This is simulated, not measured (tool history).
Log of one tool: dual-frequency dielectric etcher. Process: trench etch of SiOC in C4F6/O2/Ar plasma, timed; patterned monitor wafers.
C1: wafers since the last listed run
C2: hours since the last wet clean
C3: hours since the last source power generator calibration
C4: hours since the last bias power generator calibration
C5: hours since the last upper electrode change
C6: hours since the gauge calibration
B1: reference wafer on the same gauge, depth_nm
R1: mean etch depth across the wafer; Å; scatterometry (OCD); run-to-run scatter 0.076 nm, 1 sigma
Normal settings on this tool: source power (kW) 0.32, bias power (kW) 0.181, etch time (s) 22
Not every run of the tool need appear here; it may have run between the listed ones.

{"run": 1, "hour": 0.0, "source power (kW)": 0.32, "bias power (kW)": 0.181, "etch time (s)": 22, "C1": 0, "C2": 476.2, "C3": 1553.6, "C4": 2996.8, "C5": 2956.8, "C6": 2.3, "B1": 49.01, "R1": 455.3}
{"hour": 89.8, "done": "wet clean of the chamber"}
{"run": 2, "hour": 90.3, "source power (kW)": 0.32, "bias power (kW)": 0.181, "etch time (s)": 22, "C1": 698, "C2": 0.5, "C3": 1643.9, "C4": 3087.1, "C5": 3047.1, "C6": 92.6, "B1": 49, "R1": 449}
{"run": 3, "hour": 113.1, "source power (kW)": 0.32, "bias power (kW)": 0.181, "etch time (s)": 22, "C1": 240, "C2": 23.3, "C3": 1666.7, "C4": 3109.9, "C5": 3069.9, "C6": 115.4, "B1": 48.97, "R1": 449.5}
{"run": 4, "hour": 142.1, "source power (kW)": 0.32, "bias power (kW)": 0.181, "etch time (s)": 22, "C1": 305, "C2": 52.3, "C3": 1695.7, "C4": 3138.9, "C5": 3098.9, "C6": 144.4, "B1": 48.99, "R1": 448.6}
{"run": 5, "hour": 181.5, "source power (kW)": 0.32, "bias power (kW)": 0.181, "etch time (s)": 22, "C1": 414, "C2": 91.7, "C3": 1735.1, "C4": 3178.3, "C5": 3138.3, "C6": 183.8, "B1": 49.01, "R1": 449.8}
{"run": 6, "hour": 229.1, "source power (kW)": 0.32, "bias power (kW)": 0.181, "etch time (s)": 22, "C1": 501, "C2": 139.3, "C3": 1782.7, "C4": 3225.9, "C5": 3185.9, "C6": 231.4, "B1": 49.01, "R1": 449.6}
{"hour": 258.3, "done": "upper electrode replaced"}
{"run": 7, "hour": 280.0, "source power (kW)": 0.32, "bias power (kW)": 0.181, "etch time (s)": 22, "C1": 283, "C2": 190.2, "C3": 1833.6, "C4": 3276.8, "C5": 21.7, "C6": 282.3, "B1": 49.02, "R1": 452.8}
{"hour": 287.8, "done": "bias power generator calibrated"}
{"hour": 342.0, "done": "source power generator calibrated"}
{"run": 8, "hour": 342.5, "source power (kW)": 0.32, "bias power (kW)": 0.181, "etch time (s)": 22, "C1": 573, "C2": 252.7, "C3": 0.5, "C4": 54.7, "C5": 84.2, "C6": 344.8, "B1": 48.96, "R1": 444.8}
{"run": 9, "hour": 374.2, "source power (kW)": 0.32, "bias power (kW)": 0.181, "etch time (s)": 22, "C1": 333, "C2": 284.4, "C3": 32.2, "C4": 86.4, "C5": 115.9, "C6": 376.5, "B1": 49.02, "R1": 445.4}
{"run": 10, "hour": 415.6, "source power (kW)": 0.32, "bias power (kW)": 0.181, "etch time (s)": 22, "C1": 436, "C2": 325.8, "C3": 73.6, "C4": 127.8, "C5": 157.3, "C6": 417.9, "B1": 49, "R1": 447.9}
{"run": 11, "hour": 440.6, "source power (kW)": 0.32, "bias power (kW)": 0.213, "etch time (s)": 22, "C1": 263, "C2": 350.8, "C3": 98.6, "C4": 152.8, "C5": 182.3, "C6": 442.9, "B1": 49.02, "R1": 479.1}
{"run": 12, "hour": 482.4, "source power (kW)": 0.32, "bias power (kW)": 0.153, "etch time (s)": 26, "C1": 440, "C2": 392.6, "C3": 140.4, "C4": 194.6, "C5": 224.1, "C6": 484.7, "B1": 48.96, "R1": 493.7}
{"run": 13, "hour": 509.5, "source power (kW)": 0.35, "bias power (kW)": 0.181, "etch time (s)": 18.5, "C1": 285, "C2": 419.7, "C3": 167.5, "C4": 221.7, "C5": 251.2, "C6": 511.8, "B1": 48.97, "R1": 389.7}
{"hour": 577.5, "done": "wet clean of the chamber"}
{"run": 14, "hour": 578.0, "source power (kW)": 0.32, "bias power (kW)": 0.181, "etch time (s)": 22, "C1": 468, "C2": 0.5, "C3": 236, "C4": 290.2, "C5": 319.7, "C6": 580.3, "B1": 49.05, "R1": 445}
{"hour": 581.0, "done": "gauge calibrated"}
{"run": 15, "hour": 622.2, "source power (kW)": 0.39, "bias power (kW)": 0.181, "etch time (s)": 22, "C1": 465, "C2": 44.7, "C3": 280.2, "C4": 334.4, "C5": 363.9, "C6": 41.2, "B1": 49.02, "R1": 478.2}
{"run": 16, "hour": 677.7, "source power (kW)": 0.32, "bias power (kW)": 0.165, "etch time (s)": 22, "C1": 584, "C2": 100.2, "C3": 335.7, "C4": 389.9, "C5": 419.4, "C6": 96.7, "B1": 49, "R1": 429.9}
{"run": 17, "hour": 708.0, "source power (kW)": 0.32, "bias power (kW)": 0.181, "etch time (s)": 18, "C1": 319, "C2": 130.5, "C3": 366, "C4": 420.2, "C5": 449.7, "C6": 127, "B1": 48.99, "R1": 366.9}
{"run": 18, "hour": 760.4, "source power (kW)": 0.38, "bias power (kW)": 0.224, "etch time (s)": 22, "C1": 551, "C2": 182.9, "C3": 418.4, "C4": 472.6, "C5": 502.1, "C6": 179.4, "B1": 49, "R1": 520.4}
{"run": 19, "hour": 794.7, "source power (kW)": 0.39, "bias power (kW)": 0.216, "etch time (s)": 17, "C1": 361, "C2": 217.2, "C3": 452.7, "C4": 506.9, "C5": 536.4, "C6": 213.7, "B1": 49.02, "R1": 400.6}
{"run": 20, "hour": 820.6, "source power (kW)": 0.32, "bias power (kW)": 0.181, "etch time (s)": 22, "C1": 272, "C2": 243.1, "C3": 478.6, "C4": 532.8, "C5": 562.3, "C6": 239.6, "B1": 48.99, "R1": 450.5}
{"run": 21, "hour": 846.2, "source power (kW)": 0.38, "bias power (kW)": 0.145, "etch time (s)": 18.5, "C1": 269, "C2": 268.7, "C3": 504.2, "C4": 558.4, "C5": 587.9, "C6": 265.2, "B1": 48.96, "R1": 366.4}

For each entry between runs, how does the tool's hidden state at the last listed run before it compare with that at the first listed run after it?
Runs 1 to 2: wet clean of the chamber (hour 89.8)
  etch rate over this chamber's usual, %: 1.38 -> -0.125; source power that arrives over what is set, %: 4.76 -> 4.81
  measured less the result without the state, R1: +13.3 -> +6.7 Å
Runs 6 to 7: upper electrode replaced (hour 258.3)
  etch rate over this chamber's usual, %: 0.293 -> 0.447; source power that arrives over what is set, %: 4.87 -> 4.88
  measured less the result without the state, R1: +8.6 -> +9.4 Å
Runs 7 to 8: bias power generator calibrated (hour 287.8); source power generator calibrated (hour 342)
  etch rate over this chamber's usual, %: 0.447 -> 0.635; source power that arrives over what is set, %: 4.88 -> 0.183
  measured less the result without the state, R1: +9.4 -> +3.1 Å
Runs 13 to 14: wet clean of the chamber (hour 577.5)
  etch rate over this chamber's usual, %: 1.14 -> -0.0465; source power that arrives over what is set, %: 1.55 -> 2
  measured less the result without the state, R1: +6.4 -> +2.8 Å
Runs 14 to 15: gauge calibrated (hour 581)
  etch rate over this chamber's usual, %: -0.0465 -> 0.0868; source power that arrives over what is set, %: 2 -> 2.27
  measured less the result without the state, R1: +2.8 -> +4.1 Å

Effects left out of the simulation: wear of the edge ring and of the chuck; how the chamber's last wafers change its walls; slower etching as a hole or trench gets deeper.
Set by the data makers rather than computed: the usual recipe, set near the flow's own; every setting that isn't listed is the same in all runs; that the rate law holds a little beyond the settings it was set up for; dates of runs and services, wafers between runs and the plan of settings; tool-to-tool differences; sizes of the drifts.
